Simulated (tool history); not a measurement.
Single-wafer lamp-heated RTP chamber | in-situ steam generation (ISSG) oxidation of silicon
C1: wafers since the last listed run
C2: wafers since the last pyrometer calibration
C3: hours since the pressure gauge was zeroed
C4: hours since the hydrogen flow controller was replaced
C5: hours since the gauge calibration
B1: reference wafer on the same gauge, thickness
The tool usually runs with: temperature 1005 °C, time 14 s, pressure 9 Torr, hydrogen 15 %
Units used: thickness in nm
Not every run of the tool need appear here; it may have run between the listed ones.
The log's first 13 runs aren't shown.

Run 14, hour 319.9: usual settings; C1 85; C2 650; C3 2033.2; C4 159.9; C5 1007.3; B1 3.52. Result: thickness 4.216 nm.
At hour 329.5: gauge calibrated.
Run 15, hour 348.8: usual settings but time 11 s, hydrogen 11 %; C1 200; C2 850; C3 2062.1; C4 188.8; C5 19.3; B1 3.519. Result: thickness 3.571 nm.
Run 16, hour 369.6: usual settings but temperature 1018 °C, time 16 s, pressure 10.2 Torr, hydrogen 20 %; C1 144; C2 995; C3 2082.9; C4 209.6; C5 40.1; B1 3.519. Result: thickness 4.983 nm.
Run 17, hour 385.6: usual settings; C1 110; C2 1106; C3 2098.9; C4 225.6; C5 56.1; B1 3.518. Result: thickness 4.253 nm.
Run 18, hour 412.6: usual settings but time 12 s; C1 187; C2 1293; C3 2125.9; C4 252.6; C5 83.1; B1 3.521. Result: thickness 3.977 nm.
Run 19, hour 443.9: usual settings but temperature 989 °C, pressure 10.2 Torr, hydrogen 12 %; C1 217; C2 1510; C3 2157.2; C4 283.9; C5 114.4; B1 3.52. Result: thickness 3.764 nm.
Run 20, hour 473.3: usual settings; C1 203; C2 1714; C3 2186.6; C4 313.3; C5 143.8; B1 3.519. Result: thickness 4.283 nm.
Run 21, hour 499.9: usual settings but temperature 1014 °C, pressure 7.9 Torr, hydrogen 21 %; C1 184; C2 1898; C3 2213.2; C4 339.9; C5 170.4; B1 3.522. Result: thickness 4.828 nm.
Run 22, hour 517.5: usual settings but pressure 10.2 Torr, hydrogen 23 %; C1 122; C2 2020; C3 2230.8; C4 357.5; C5 188; B1 3.519. Result: thickness 4.614 nm.
Run 23, hour 534.2: usual settings but time 10 s; C1 115; C2 2136; C3 2247.5; C4 374.2; C5 204.7; B1 3.52. Result: thickness 3.677 nm.
At hour 576.3: pressure gauge zeroed.
Run 24, hour 576.8: usual settings but temperature 988 °C, hydrogen 11 %; C1 239; C2 2376; C3 0.5; C4 416.8; C5 247.3; B1 3.521. Result: thickness 3.779 nm.
Run 25, hour 586.2: usual settings but temperature 1012 °C, time 10 s, hydrogen 23 %; C1 65; C2 2441; C3 9.9; C4 426.2; C5 256.7; B1 3.521. Result: thickness 4.203 nm.
Run 26, hour 673.9: usual settings; C1 608; C2 3049; C3 97.6; C4 513.9; C5 344.4; B1 3.52. Result: thickness 4.303 nm.
Run 27, hour 686.4: usual settings but temperature 991 °C, pressure 10.2 Torr; C1 86; C2 3136; C3 110.1; C4 526.4; C5 356.9; B1 3.52. Result: thickness 4.022 nm.
Run 28, hour 718.9: usual settings but time 16 s, hydrogen 11 %; C1 225; C2 3361; C3 142.6; C4 558.9; C5 389.4; B1 3.519. Result: thickness 4.308 nm.
Run 29, hour 734.6: usual settings but temperature 1015 °C, hydrogen 11 %; C1 108; C2 3470; C3 158.3; C4 574.6; C5 405.1; B1 3.519. Result: thickness 4.24 nm.
Run 30, hour 769.9: usual settings; C1 244; C2 3715; C3 193.6; C4 609.9; C5 440.4; B1 3.518. Result: thickness 4.335 nm.
Run 31, hour 783.1: usual settings but time 18 s, pressure 10.2 Torr; C1 91; C2 3806; C3 206.8; C4 623.1; C5 453.6; B1 3.52. Result: thickness 4.829 nm.

Expected results for the next run?
Run 32, hour 805.8: usual settings but time 12 s, hydrogen 20 %; C1 157; C2 3963; C3 229.5; C4 645.8; C5 476.3; B1 ?. Result: thickness ?.

Run 32 measured B1 3.521, thickness 4.323 nm.
Had the tool carried no hidden state, the very same run would have given thickness 4.218 nm.
